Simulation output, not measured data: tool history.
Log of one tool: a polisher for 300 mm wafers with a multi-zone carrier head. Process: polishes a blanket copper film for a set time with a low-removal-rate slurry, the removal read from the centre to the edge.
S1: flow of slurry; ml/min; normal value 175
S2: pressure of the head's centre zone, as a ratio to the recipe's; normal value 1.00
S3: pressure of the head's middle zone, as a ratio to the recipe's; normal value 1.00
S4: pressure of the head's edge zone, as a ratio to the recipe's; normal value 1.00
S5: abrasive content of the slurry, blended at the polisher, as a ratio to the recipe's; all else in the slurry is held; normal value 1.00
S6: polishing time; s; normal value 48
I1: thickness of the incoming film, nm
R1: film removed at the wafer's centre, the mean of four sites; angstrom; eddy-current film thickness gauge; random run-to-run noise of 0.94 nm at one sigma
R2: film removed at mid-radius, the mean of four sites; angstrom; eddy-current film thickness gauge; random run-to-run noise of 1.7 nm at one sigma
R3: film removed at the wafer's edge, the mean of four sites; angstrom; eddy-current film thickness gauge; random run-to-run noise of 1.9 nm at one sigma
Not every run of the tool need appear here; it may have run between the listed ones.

Run 1, hour 0.0: usual settings but S1 220 ml/min, S6 44 s; I1 1157.5. Result: R1 1261 angstrom, R2 1297 angstrom, R3 1318 angstrom.
Run 2, hour 5.4: usual settings; I1 1147.3. Result: R1 1307 angstrom, R2 1377 angstrom, R3 1394 angstrom.
Run 3, hour 13.1: usual settings but S2 1.07; I1 1154.1. Result: R1 1400 angstrom, R2 1360 angstrom, R3 1396 angstrom.
Run 4, hour 37.3: usual settings but S2 0.96; I1 1165.2. Result: R1 1241 angstrom, R2 1336 angstrom, R3 1364 angstrom.
Run 5, hour 49.8: usual settings but S3 0.96; I1 1147.9. Result: R1 1301 angstrom, R2 1297 angstrom, R3 1380 angstrom.
Run 6, hour 61.9: usual settings but S1 220 ml/min, S4 0.93, S6 58 s; I1 1154.1. Result: R1 1625 angstrom, R2 1692 angstrom, R3 1661 angstrom.
Run 7, hour 75.2: usual settings but S5 0.70; I1 1157.4. Result: R1 1100 angstrom, R2 1170 angstrom, R3 1150 angstrom.
Run 8, hour 90.6: usual settings but S2 1.05, S4 0.90, S5 1.20; I1 1151.1. Result: R1 1421 angstrom, R2 1405 angstrom, R3 1330 angstrom.
Run 9, hour 98.4: usual settings; I1 1153.8. Result: R1 1260 angstrom, R2 1317 angstrom, R3 1314 angstrom.
Run 10, hour 113.1: usual settings but S2 1.06, S3 1.07, S5 0.70; I1 1143.1. Result: R1 1136 angstrom, R2 1189 angstrom, R3 1124 angstrom.
Run 11, hour 121.3: usual settings but S3 1.05, S4 1.07; I1 1147.7. Result: R1 1234 angstrom, R2 1341 angstrom, R3 1381 angstrom.
At hour 124.8: centre zone pressure recalibrated.
At hour 133.6: slurry nozzle cleaned.
At hour 136.5: worn pad replaced by a new one.
Run 12, hour 155.8: usual settings but S1 210 ml/min, S5 0.75; I1 1133.0. Result: R1 1246 angstrom, R2 1286 angstrom, R3 1347 angstrom.
Run 13, hour 173.7: usual settings but S5 1.30; I1 1151.9. Result: R1 1503 angstrom, R2 1589 angstrom, R3 1517 angstrom.
Run 14, hour 181.8: usual settings but S4 1.09; I1 1148.2. Result: R1 1346 angstrom, R2 1363 angstrom, R3 1481 angstrom.
Run 15, hour 199.0: usual settings; I1 1160.6. Result: R1 1342 angstrom, R2 1390 angstrom, R3 1374 angstrom.
Run 16, hour 211.6: usual settings but S6 61 s; I1 1153.4. Result: R1 1712 angstrom, R2 1788 angstrom, R3 1759 angstrom.
Run 17, hour 217.6: usual settings; I1 1159.0. Result: R1 1329 angstrom, R2 1377 angstrom, R3 1413 angstrom.
Run 18, hour 235.6: usual settings; I1 1143.5. Result: R1 1332 angstrom, R2 1371 angstrom, R3 1387 angstrom.
Run 19, hour 244.9: usual settings but S3 0.89, S5 0.85; I1 1144.4. Result: R1 1236 angstrom, R2 1163 angstrom, R3 1325 angstrom.
Run 20, hour 255.8: usual settings but S1 210 ml/min, S4 0.95, S5 1.20; I1 1155.8. Result: R1 1426 angstrom, R2 1444 angstrom, R3 1441 angstrom.
At hour 266.5: worn pad replaced by a new one.
Run 21, hour 267.0: usual settings but S4 0.93, S5 0.90, S6 56 s; I1 1151.0. Result: R1 1504 angstrom, R2 1563 angstrom, R3 1540 angstrom.
Run 22, hour 278.2: usual settings but S1 190 ml/min, S5 0.70, S6 64 s; I1 1161.6. Result: R1 1579 angstrom, R2 1645 angstrom, R3 1638 angstrom.

The tool's hidden state at each run:
deviation of the centre zone's pressure from its setpoint, %: 0 on each run
deviation of the edge zone's pressure from its setpoint, %: 0 on each run
H1: removal rate lost through wear of the pad, %
H2: slurry flow missing at the pad, %
run     H1    H2
  1   1.24  18.2
  2   1.25  18.3
  3    1.3  18.5
  4   1.69  19.1
  5   2.04  19.4
  6   2.47  19.7
  7   3.05    20
  8   3.86  20.3
  9   4.33  20.5
 10   5.32  20.9
 11   5.93  21.1
 12  0.199  4.24
 13  0.518  4.66
 14  0.729  4.86
 15   1.32  5.27
 16   1.86  5.57
 17   2.16  5.71
 18   3.18  6.15
 19   3.79  6.37
 20   4.58  6.63
 21  0.573   6.9
 22  0.616  7.16
